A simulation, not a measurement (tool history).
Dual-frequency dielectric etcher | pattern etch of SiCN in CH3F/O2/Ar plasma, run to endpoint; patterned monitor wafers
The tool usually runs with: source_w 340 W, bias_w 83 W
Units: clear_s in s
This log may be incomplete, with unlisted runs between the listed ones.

| run | hour | source_w | bias_w | wafers since the last listed run | hours since the last wet clean | hours since the last source power generator calibration | hours since the last bias power generator calibration | hours since the last upper electrode change | incoming incoming film thickness, nm | clear_s |
|---|---|---|---|---|---|---|---|---|---|---|
| 1 | 0.0 | 390 | 83 | 0 | 94.1 | 3418.3 | 398.0 | 2964.3 | 7.96 | 22.6 |
| 2 | 101.7 | 390 | 83 | 1733 | 195.8 | 3520.0 | 499.7 | 3066.0 | 7.86 | 22.1 |
| 3 | 197.3 | 390 | 83 | 1629 | 291.4 | 3615.6 | 595.3 | 3161.6 | 7.80 | 21.7 |
| 4 | 263.8 | 340 | 83 | 1133 | 357.9 | 3682.1 | 661.8 | 3228.1 | 7.80 | 22.7 |
|  | 471.5 | wet clean of the chamber |
| 5 | 515.1 | 340 | 83 | 3875 | 43.6 | 3933.4 | 913.1 | 3479.4 | 7.92 | 23.3 |
| 6 | 618.7 | 340 | 83 | 1766 | 147.2 | 4037.0 | 1016.7 | 3583.0 | 7.91 | 23.3 |
| 7 | 678.0 | 340 | 83 | 1010 | 206.5 | 4096.3 | 1076.0 | 3642.3 | 7.89 | 23.0 |
| 8 | 774.4 | 340 | 83 | 1643 | 302.9 | 4192.7 | 1172.4 | 3738.7 | 7.93 | 23.0 |
| 9 | 866.6 | 340 | 83 | 1571 | 395.1 | 4284.9 | 1264.6 | 3830.9 | 7.89 | 23.0 |
| 10 | 910.9 | 340 | 83 | 755 | 439.4 | 4329.2 | 1308.9 | 3875.2 | 7.89 | 22.8 |
|  | 1084.0 | wet clean of the chamber |
| 11 | 1096.7 | 340 | 83 | 2758 | 12.7 | 4515.0 | 1494.7 | 4061.0 | 7.94 | 23.7 |
| 12 | 1167.5 | 340 | 83 | 1207 | 83.5 | 4585.8 | 1565.5 | 4131.8 | 7.95 | 23.7 |
| 13 | 1283.7 | 340 | 83 | 1981 | 199.7 | 4702.0 | 1681.7 | 4248.0 | 7.96 | 23.5 |
|  | 1334.3 | upper electrode replaced |
| 14 | 1362.6 | 340 | 83 | 935 | 278.6 | 4780.9 | 1760.6 | 28.3 | 7.92 | 23.2 |
| 15 | 1424.6 | 360 | 68 | 1057 | 340.6 | 4842.9 | 1822.6 | 90.3 | 7.93 | 24.3 |
| 16 | 1510.0 | 400 | 104 | 1455 | 426.0 | 4928.3 | 1908.0 | 175.7 | 7.93 | 20.3 |
| 17 | 1572.9 | 340 | 83 | 1072 | 488.9 | 4991.2 | 1970.9 | 238.6 | 7.90 | 22.7 |
|  | 1594.1 | source power generator calibrated |
|  | 1662.6 | wet clean of the chamber |
| 18 | 1664.0 | 340 | 73 | 1075 | 1.4 | 69.9 | 2062.0 | 329.7 | 7.86 | 24.3 |
| 19 | 1715.9 | 270 | 83 | 884 | 53.3 | 121.8 | 2113.9 | 381.6 | 7.92 | 25.1 |
| 20 | 1814.6 | 280 | 83 | 1682 | 152.0 | 220.5 | 2212.6 | 480.3 | 7.99 | 24.8 |
| 21 | 1872.4 | 370 | 91 | 985 | 209.8 | 278.3 | 2270.4 | 538.1 | 7.92 | 21.9 |
|  | 1948.0 | bias power generator calibrated |
| 22 | 1948.5 | 390 | 93 | 1229 | 285.9 | 354.4 | 0.5 | 614.2 | 7.87 | 20.9 |
| 23 | 2226.9 | 340 | 83 | 4746 | 564.3 | 632.8 | 278.9 | 892.6 | 7.90 | 22.6 |
|  | 2304.2 | wet clean of the chamber |
| 24 | 2315.2 | 400 | 102 | 1096 | 11.0 | 721.1 | 367.2 | 980.9 | 7.86 | 20.5 |
| 25 | 2378.3 | 340 | 83 | 1075 | 74.1 | 784.2 | 430.3 | 1044.0 | 7.97 | 23.4 |
| 26 | 2473.0 | 300 | 66 | 1614 | 168.8 | 878.9 | 525.0 | 1138.7 | 7.83 | 25.6 |

Exercise: give the hidden state of the tool at every run:
source power that arrives over what is set, %: 0 at every run
bias power that arrives over what is set, %: 0 at every run
H1: etch rate over this chamber's usual, %
| run | H1 |
|---|---|
| 1 | 0.838 |
| 2 | 1.4 |
| 3 | 1.93 |
| 4 | 2.3 |
| 5 | -0.103 |
| 6 | 0.472 |
| 7 | 0.801 |
| 8 | 1.34 |
| 9 | 1.85 |
| 10 | 2.09 |
| 11 | -0.307 |
| 12 | 0.0858 |
| 13 | 0.731 |
| 14 | 1.17 |
| 15 | 1.51 |
| 16 | 1.99 |
| 17 | 2.34 |
| 18 | 0.324 |
| 19 | 0.612 |
| 20 | 1.16 |
| 21 | 1.48 |
| 22 | 1.9 |
| 23 | 3.45 |
| 24 | 0.455 |
| 25 | 0.805 |
| 26 | 1.33 |
